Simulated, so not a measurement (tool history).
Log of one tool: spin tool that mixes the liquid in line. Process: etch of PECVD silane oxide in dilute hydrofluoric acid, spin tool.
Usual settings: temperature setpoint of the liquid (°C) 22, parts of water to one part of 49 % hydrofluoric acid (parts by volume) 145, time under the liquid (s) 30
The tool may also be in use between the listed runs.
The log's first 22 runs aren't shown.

run    hour  temperature setpoint of the liquid (°C)  parts of water to one part of 49 % hydrofluoric acid (parts by volume)  time under the liquid (s)  wafers since the last listed run  hours since the thermometer was replaced  hours since the hydrofluoric acid flow meter was replaced  hours since the gauge calibration  read-back film thickness of the PECVD silane oxide reference wafer, read on the same gauge (nm)  thickness taken off the PECVD silane oxide on a monitor wafer (Å)
 23  1747.4                                       22                                                                     145                         30                               802                                     157.5                                                      381.1                              581.6                                                                                           140.04                                                               79.2
 24  1793.5                                       22                                                                     145                         30                               732                                     203.6                                                      427.2                              627.7                                                                                           140.01                                                               79.7
 25  1867.3                                       22                                                                      95                         30                              1172                                     277.4                                                        501                              701.5                                                                                           140.01                                                              131.6
 26  1910.2                                       22                                                                     200                         30                               681                                     320.3                                                      543.9                              744.4                                                                                           139.99                                                               55.4
 27  1956.3                                       22                                                                     145                         35                               732                                     366.4                                                        590                              790.5                                                                                              140                                                               93.8
 28  2027.3                                       19                                                                     205                         50                              1128                                     437.4                                                        661                              861.5                                                                                              140                                                               81.1
 29  2127.3                                     20.5                                                                     170                         40                              1588                                     537.4                                                        761                              961.5                                                                                           140.03                                                               85.3
 30  2221.2                                     26.5                                                                     185                         25                              1491                                     631.3                                                      854.9                             1055.4                                                                                              140                                                               61.1
     2286.5  -- thermometer replaced
 31  2324.9                                       22                                                                     145                         30                              1631                                      38.4                                                      958.6                             1159.1                                                                                           140.01                                                               80.1
     2410.3  -- hydrofluoric acid flow meter replaced
 32  2432.7                                     23.5                                                                     145                         15                              1696                                     146.2                                                       22.4                             1266.9                                                                                           140.02                                                               42.7

4 ways to go on from here, each from the tool as it stands after run 32. What would each give?
  A  2433.1                                       22                                                                     145                         30                                 6                                     146.6                                                       22.8                             1267.3                                                                                                ?                                                                  ?
  B  2433.1                                       20                                                                     175                         20                                 6                                     146.6                                                       22.8                             1267.3                                                                                                ?                                                                  ?
  C  2433.1                                       27                                                                     195                         15                                 6                                     146.6                                                       22.8                             1267.3                                                                                                ?                                                                  ?
  D  2433.1                                       22                                                                      85                         35                                 6                                     146.6                                                       22.8                             1267.3                                                                                                ?                                                                  ?

run  read-back film thickness of the PECVD silane oxide reference wafer, read on the same gauge (nm)  thickness taken off the PECVD silane oxide on a monitor wafer (Å)
  A                                                                                           140.02                                                               80.5
  B                                                                                           140.02                                                               39.9
  C                                                                                           140.02                                                               34.1
  D                                                                                           140.02                                                              171.8
Without the tool's hidden state the same runs would have given:
run  thickness taken off the PECVD silane oxide on a monitor wafer (Å)
  A                                                                 79
  B                                                               39.1
  C                                                               33.5
  D                                                              168.4
